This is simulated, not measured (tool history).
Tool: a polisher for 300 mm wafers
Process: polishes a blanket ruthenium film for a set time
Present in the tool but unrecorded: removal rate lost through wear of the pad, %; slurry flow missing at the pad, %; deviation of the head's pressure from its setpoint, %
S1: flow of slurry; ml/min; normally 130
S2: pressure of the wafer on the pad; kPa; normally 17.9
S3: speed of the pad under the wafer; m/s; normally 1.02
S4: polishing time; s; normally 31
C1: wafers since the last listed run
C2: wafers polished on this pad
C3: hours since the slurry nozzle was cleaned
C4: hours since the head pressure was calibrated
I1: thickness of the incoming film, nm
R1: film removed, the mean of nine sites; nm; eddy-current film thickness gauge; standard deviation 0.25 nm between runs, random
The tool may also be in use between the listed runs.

run	hour	S1	S2	S3	S4	C1	C2	C3	C4	I1	R1
1	0.0	130	17.9	1.02	31	0	100	683.4	644.6	310.7	45.7
2	10.7	130	17.9	1.02	31	98	199	694.1	655.3	304.1	45.6
3	53.7	130	17.9	1.02	31	397	596	737.1	698.3	310.5	45.4
4	63.1	150	17.9	1.02	31	86	683	746.5	707.7	308.9	46.3
5	73.7	130	14.5	1.02	31	97	781	757.1	718.3	313.7	38.0
# hour 75.9: slurry nozzle cleaned
6	81.5	130	14.5	1.02	31	62	844	5.6	726.1	308.6	38.4
7	90.0	130	14.5	1.02	31	78	922	14.1	734.6	312.6	38.6
8	99.9	130	17.9	1.02	31	91	1014	24.0	744.5	311.3	45.0
# hour 117.2: worn pad replaced by a new one
# hour 118.6: head pressure recalibrated
9	119.1	130	17.9	1.02	31	127	4	43.2	0.5	307.5	42.7
10	128.5	130	17.9	1.02	31	86	91	52.6	9.9	312.0	42.7
11	144.3	130	17.9	1.02	31	145	237	68.4	25.7	315.5	42.7
12	156.8	130	17.9	1.02	31	115	352	80.9	38.2	310.4	42.5
13	173.0	130	20.7	1.02	41	149	502	97.1	54.4	308.3	62.4
14	184.3	130	17.9	0.66	31	104	606	108.4	65.7	310.1	30.6
15	198.0	165	15.2	0.86	28	126	733	122.1	79.4	305.6	30.1
16	212.0	130	23.4	1.24	31	129	862	136.1	93.4	309.2	60.2
17	226.4	105	17.9	0.90	31	132	995	150.5	107.8	304.4	36.5
18	240.9	85	20.0	0.70	40	133	1129	165.0	122.3	309.9	41.2

4 options for the next run, each taken on its own from the tool as it stands now. Forecast them:
A	241.3	130	17.9	1.02	31	3	1133	165.4	122.7	313.0	?
B	241.3	115	20.7	0.86	25	3	1133	165.4	122.7	313.0	?
C	241.3	150	20.7	1.02	23	3	1133	165.4	122.7	313.0	?
D	241.3	130	17.9	1.02	41	3	1133	165.4	122.7	313.0	?

run	R1
A	41.3
B	32.3
C	35.1
D	54.7
Stripped of hidden state, with their random variation kept, the same runs would have yielded:
run	R1
A	43.5
B	34.0
C	37.0
D	57.5
